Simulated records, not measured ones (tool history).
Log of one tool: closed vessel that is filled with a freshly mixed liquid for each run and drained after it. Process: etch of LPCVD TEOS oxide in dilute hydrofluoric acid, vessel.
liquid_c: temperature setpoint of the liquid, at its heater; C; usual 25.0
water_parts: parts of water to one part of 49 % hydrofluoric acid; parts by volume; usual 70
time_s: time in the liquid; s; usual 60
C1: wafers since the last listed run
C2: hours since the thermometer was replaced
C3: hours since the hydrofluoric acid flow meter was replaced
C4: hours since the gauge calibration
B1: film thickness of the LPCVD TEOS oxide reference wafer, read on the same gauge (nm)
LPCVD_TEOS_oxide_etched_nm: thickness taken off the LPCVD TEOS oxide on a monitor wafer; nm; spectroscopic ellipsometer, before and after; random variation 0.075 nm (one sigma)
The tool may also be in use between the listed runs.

{"run": 1, "hour": 0.0, "liquid_c": 25.0, "water_parts": 90, "time_s": 45, "C1": 0, "C2": 409.6, "C3": 1357.5, "C4": 175.8, "B1": 70.0, "LPCVD_TEOS_oxide_etched_nm": 11.61}
{"run": 2, "hour": 38.6, "liquid_c": 25.0, "water_parts": 90, "time_s": 45, "C1": 4020, "C2": 448.2, "C3": 1396.1, "C4": 214.4, "B1": 70.01, "LPCVD_TEOS_oxide_etched_nm": 11.72}
{"run": 3, "hour": 137.2, "liquid_c": 25.0, "water_parts": 70, "time_s": 60, "C1": 10269, "C2": 546.8, "C3": 1494.7, "C4": 313.0, "B1": 70.04, "LPCVD_TEOS_oxide_etched_nm": 20.65}
{"hour": 154.3, "done": "thermometer replaced"}
{"run": 4, "hour": 205.7, "liquid_c": 27.0, "water_parts": 70, "time_s": 60, "C1": 7030, "C2": 51.4, "C3": 1563.2, "C4": 381.5, "B1": 69.97, "LPCVD_TEOS_oxide_etched_nm": 21.84}
{"run": 5, "hour": 293.5, "liquid_c": 27.0, "water_parts": 70, "time_s": 60, "C1": 9144, "C2": 139.2, "C3": 1651.0, "C4": 469.3, "B1": 69.98, "LPCVD_TEOS_oxide_etched_nm": 21.93}
{"run": 6, "hour": 331.8, "liquid_c": 27.0, "water_parts": 70, "time_s": 60, "C1": 3989, "C2": 177.5, "C3": 1689.3, "C4": 507.6, "B1": 70.01, "LPCVD_TEOS_oxide_etched_nm": 22.01}
{"run": 7, "hour": 409.9, "liquid_c": 25.0, "water_parts": 70, "time_s": 60, "C1": 8134, "C2": 255.6, "C3": 1767.4, "C4": 585.7, "B1": 69.99, "LPCVD_TEOS_oxide_etched_nm": 20.42}
{"run": 8, "hour": 451.3, "liquid_c": 23.0, "water_parts": 70, "time_s": 60, "C1": 4311, "C2": 297.0, "C3": 1808.8, "C4": 627.1, "B1": 69.98, "LPCVD_TEOS_oxide_etched_nm": 18.97}
{"run": 9, "hour": 542.2, "liquid_c": 23.0, "water_parts": 70, "time_s": 60, "C1": 9467, "C2": 387.9, "C3": 1899.7, "C4": 718.0, "B1": 70.01, "LPCVD_TEOS_oxide_etched_nm": 19.05}
{"hour": 730.2, "done": "thermometer replaced"}
{"run": 10, "hour": 829.6, "liquid_c": 23.0, "water_parts": 70, "time_s": 60, "C1": 29829, "C2": 99.4, "C3": 2187.1, "C4": 1005.4, "B1": 69.96, "LPCVD_TEOS_oxide_etched_nm": 19.94}
{"run": 11, "hour": 928.8, "liquid_c": 25.0, "water_parts": 70, "time_s": 60, "C1": 10331, "C2": 198.6, "C3": 2286.3, "C4": 1104.6, "B1": 69.98, "LPCVD_TEOS_oxide_etched_nm": 21.81}
{"run": 12, "hour": 1023.4, "liquid_c": 29.5, "water_parts": 70, "time_s": 35, "C1": 9852, "C2": 293.2, "C3": 2380.9, "C4": 1199.2, "B1": 69.98, "LPCVD_TEOS_oxide_etched_nm": 15.34}
{"hour": 1027.1, "done": "thermometer replaced, repeated, since the last time left the tool worse"}
{"hour": 1076.1, "done": "gauge calibrated"}
{"run": 13, "hour": 1107.9, "liquid_c": 25.0, "water_parts": 70, "time_s": 60, "C1": 8696, "C2": 80.8, "C3": 2465.4, "C4": 31.8, "B1": 70.03, "LPCVD_TEOS_oxide_etched_nm": 20.13}
{"run": 14, "hour": 1179.5, "liquid_c": 21.0, "water_parts": 100, "time_s": 85, "C1": 7457, "C2": 152.4, "C3": 2537.0, "C4": 103.4, "B1": 69.99, "LPCVD_TEOS_oxide_etched_nm": 16.56}
{"run": 15, "hour": 1223.8, "liquid_c": 25.0, "water_parts": 70, "time_s": 60, "C1": 4613, "C2": 196.7, "C3": 2581.3, "C4": 147.7, "B1": 70.03, "LPCVD_TEOS_oxide_etched_nm": 20.21}
{"hour": 1244.2, "done": "hydrofluoric acid flow meter replaced"}
{"run": 16, "hour": 1313.7, "liquid_c": 27.0, "water_parts": 45, "time_s": 90, "C1": 9259, "C2": 286.6, "C3": 69.5, "C4": 237.6, "B1": 70.04, "LPCVD_TEOS_oxide_etched_nm": 53.22}
{"run": 17, "hour": 1383.8, "liquid_c": 21.5, "water_parts": 70, "time_s": 60, "C1": 7301, "C2": 356.7, "C3": 139.6, "C4": 307.7, "B1": 69.98, "LPCVD_TEOS_oxide_etched_nm": 17.89}
{"run": 18, "hour": 1459.2, "liquid_c": 25.0, "water_parts": 70, "time_s": 60, "C1": 7853, "C2": 432.1, "C3": 215.0, "C4": 383.1, "B1": 70.01, "LPCVD_TEOS_oxide_etched_nm": 20.62}
{"run": 19, "hour": 1499.5, "liquid_c": 28.5, "water_parts": 50, "time_s": 60, "C1": 4197, "C2": 472.4, "C3": 255.3, "C4": 423.4, "B1": 70.02, "LPCVD_TEOS_oxide_etched_nm": 34.35}
{"hour": 1579.3, "done": "thermometer replaced"}
{"run": 20, "hour": 1593.8, "liquid_c": 27.0, "water_parts": 100, "time_s": 45, "C1": 9717, "C2": 14.5, "C3": 349.6, "C4": 517.7, "B1": 70.0, "LPCVD_TEOS_oxide_etched_nm": 10.97}
{"run": 21, "hour": 1696.3, "liquid_c": 27.0, "water_parts": 40, "time_s": 30, "C1": 10675, "C2": 117.0, "C3": 452.1, "C4": 620.2, "B1": 70.01, "LPCVD_TEOS_oxide_etched_nm": 19.82}

Measured less the same run without the tool's hidden state. The same run-to-run variation is in both; the gauge's scatter may not be:
The hidden state here: liquid hotter than its thermometer reads (K); hydrofluoric acid flow above the setpoint (%); gauge reads high (%).
run=1 LPCVD_TEOS_oxide_etched_nm=+0.34
run=2 LPCVD_TEOS_oxide_etched_nm=+0.38
run=3 LPCVD_TEOS_oxide_etched_nm=+0.83
run=4 LPCVD_TEOS_oxide_etched_nm=+0.24
run=5 LPCVD_TEOS_oxide_etched_nm=+0.38
run=6 LPCVD_TEOS_oxide_etched_nm=+0.45
run=7 LPCVD_TEOS_oxide_etched_nm=+0.54
run=8 LPCVD_TEOS_oxide_etched_nm=+0.56
run=9 LPCVD_TEOS_oxide_etched_nm=+0.70
run=10 LPCVD_TEOS_oxide_etched_nm=+1.69
run=11 LPCVD_TEOS_oxide_etched_nm=+1.97
run=12 LPCVD_TEOS_oxide_etched_nm=+1.43
run=13 LPCVD_TEOS_oxide_etched_nm=+0.24
run=14 LPCVD_TEOS_oxide_etched_nm=+0.29
run=15 LPCVD_TEOS_oxide_etched_nm=+0.42
run=16 LPCVD_TEOS_oxide_etched_nm=+1.46
run=17 LPCVD_TEOS_oxide_etched_nm=+0.60
run=18 LPCVD_TEOS_oxide_etched_nm=+0.78
run=19 LPCVD_TEOS_oxide_etched_nm=+1.37
run=20 LPCVD_TEOS_oxide_etched_nm=+0.02
run=21 LPCVD_TEOS_oxide_etched_nm=+0.18
